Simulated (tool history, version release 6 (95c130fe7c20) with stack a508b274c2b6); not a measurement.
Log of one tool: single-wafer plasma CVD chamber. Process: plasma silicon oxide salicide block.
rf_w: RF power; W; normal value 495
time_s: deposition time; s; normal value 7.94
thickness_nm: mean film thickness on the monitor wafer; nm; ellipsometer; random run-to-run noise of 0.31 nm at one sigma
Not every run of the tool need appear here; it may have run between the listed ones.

run,day,rf_w,time_s,"read-back reference wafer on the same gauge, thickness_nm",thickness_nm
1,0,560,7.94,72.785,80.524
2,4.042,560,7.94,72.795,79.931
3,6.742,440,8.85,72.797,83.996
4,9.742,440,8.85,72.749,83.312
5,12.017,495,7.94,72.778,77.578
6,16.471,495,7.94,72.876,77.386
7,20.879,495,7.94,72.865,77.222
8,24.204,465,7.94,72.78,76.921
9,27.008,465,7.94,72.778,76.906
10,30.512,495,7.94,72.736,78.347
11,40.592,495,7.33,72.775,71.498
12,42.808,545,6.99,72.801,70.128
13,47.046,565,7.94,72.765,80.497
14,49.908,420,7.48,72.798,70.387
15,53.904,550,7.05,72.844,70.722
16,57.242,465,7.94,72.801,76.455
17,60.608,460,7.94,72.716,76.127
18,63.35,495,9.14,72.8,90.7
19,65.567,455,8.81,72.809,84.495

The log once held 4 entries between its listed runs, left out of this copy. Where does each go, and what is different about the tool's unlogged condition between the listed run before it and the listed run after it?
In the gap between runs 7 and 8: RF generator calibrated (day 23.158)
  delivered RF power above the setpoint (%): -6.05 -> -0.908
  measured minus no-state result, thickness_nm: -1.308 -> -0.189 nm
In the gap between runs 9 and 10: gauge calibrated (day 29.217)
  delivered RF power above the setpoint (%): -1.94 -> -2.98
  measured minus no-state result, thickness_nm: -0.408 -> -0.641 nm
In the gap between runs 14 and 15: showerhead replaced (day 50.733)
  delivered RF power above the setpoint (%): -5.69 -> -5.91
  measured minus no-state result, thickness_nm: -1.118 -> -1.17 nm
In the gap between runs 17 and 18: RF generator calibrated (day 63.296)
  delivered RF power above the setpoint (%): -6.17 -> -0.526
  measured minus no-state result, thickness_nm: -1.317 -> -0.129 nm
